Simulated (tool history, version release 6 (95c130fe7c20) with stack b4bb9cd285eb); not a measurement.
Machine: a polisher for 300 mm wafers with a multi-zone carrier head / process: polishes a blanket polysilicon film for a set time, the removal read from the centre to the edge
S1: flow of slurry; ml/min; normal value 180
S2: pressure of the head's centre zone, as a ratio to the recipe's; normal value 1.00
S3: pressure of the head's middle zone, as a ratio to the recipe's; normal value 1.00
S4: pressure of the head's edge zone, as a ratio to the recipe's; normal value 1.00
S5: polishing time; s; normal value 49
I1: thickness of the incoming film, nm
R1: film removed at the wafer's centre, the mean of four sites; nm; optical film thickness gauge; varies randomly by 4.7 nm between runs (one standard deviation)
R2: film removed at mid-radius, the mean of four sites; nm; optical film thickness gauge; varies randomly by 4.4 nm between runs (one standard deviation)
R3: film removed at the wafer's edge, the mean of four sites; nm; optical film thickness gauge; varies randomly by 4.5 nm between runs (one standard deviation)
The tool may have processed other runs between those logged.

run,day,S1,S2,S3,S4,S5,I1,R1,R2,R3
1,0.000,180,1.00,0.90,1.00,49,1391.6,312.0,297.2,344.0
2,1.154,200,1.10,0.92,0.96,49,1416.3,356.4,309.9,328.6
3,2.254,120,1.06,1.00,1.00,49,1416.0,306.7,296.3,315.1
4,3.938,180,0.95,1.04,1.08,49,1391.4,301.5,327.2,349.0
5,5.167,180,1.00,1.00,1.00,34,1399.6,213.1,222.3,231.8
6,7.912,180,1.00,1.00,1.00,49,1409.4,314.0,311.7,333.8
# day 8.621: edge zone pressure recalibrated
# day 11.925: worn pad replaced by a new one
7,12.796,235,1.08,1.00,1.00,59,1404.4,429.9,397.2,419.2
8,15.342,180,1.00,1.08,1.00,49,1393.6,315.8,336.1,333.6
# day 16.658: slurry nozzle cleaned
9,17.242,180,0.92,1.06,1.07,56,1375.9,353.4,398.8,408.4
10,19.242,180,1.05,1.00,1.00,56,1379.0,404.3,380.2,389.6
11,20.975,145,1.00,1.00,1.03,49,1401.6,317.9,323.8,334.3
# day 21.379: centre zone pressure recalibrated
12,21.975,180,1.00,0.92,1.07,33,1407.5,225.9,208.8,240.5
13,24.846,180,1.10,1.00,1.05,49,1426.1,371.9,331.1,353.6
14,27.217,205,1.00,1.08,1.00,57,1385.7,393.3,400.6,399.3
15,29.483,180,1.06,1.00,1.00,59,1374.6,399.3,385.0,410.6
# day 29.783: worn pad replaced by a new one
16,31.129,180,0.92,1.07,0.96,40,1378.1,243.0,268.9,268.1
17,33.171,125,0.92,1.10,0.93,49,1410.5,276.7,326.4,307.5
18,35.329,180,1.00,1.10,1.00,49,1385.3,321.6,338.3,331.4
# day 35.617: carrier head's membrane replaced by a new one
19,38.317,180,1.00,0.90,1.00,49,1416.2,308.9,293.0,341.4
# day 40.504: edge zone pressure recalibrated
20,40.929,180,0.95,1.00,1.00,49,1403.6,299.6,307.4,334.3
21,42.071,205,1.00,1.00,1.00,49,1395.3,325.4,324.9,333.9
22,44.021,180,1.00,1.00,1.00,49,1372.4,308.8,306.4,329.7
23,46.483,180,0.92,1.00,1.00,49,1375.0,286.1,315.4,330.9

Subtracting, for every run, the result it would have given without the tool's unlogged condition from the measured result gives the following. The same run-to-run variation enters both numbers; the gauge's scatter may not:
Hidden state at play: removal rate lost through wear of the pad, %; slurry flow missing at the pad, %; deviation of the centre zone's pressure from its setpoint, %; deviation of the edge zone's pressure from its setpoint, %.
run,R1,R2,R3
1,-22.6,-19.1,-15.7
2,-24.6,-19.0,-14.4
3,-33.2,-27.9,-20.0
4,-24.7,-23.6,-17.9
5,-17.9,-16.5,-12.1
6,-27.8,-24.3,-18.4
7,-32.2,-26.5,-20.2
8,-30.4,-28.5,-19.9
9,-3.0,-3.1,-2.3
10,-8.2,-6.8,-5.1
11,-11.1,-10.0,-7.4
12,-7.8,-6.5,-5.4
13,-18.0,-14.2,-10.9
14,-20.5,-18.6,-13.4
15,-26.5,-22.5,-17.2
16,-17.4,-17.1,-12.1
17,-28.7,-29.4,-18.9
18,-26.5,-24.6,-17.1
19,-27.3,-22.9,-18.8
20,-27.9,-25.2,-19.3
21,-27.6,-24.4,-17.8
22,-29.9,-26.1,-19.9
23,-28.4,-27.6,-20.4
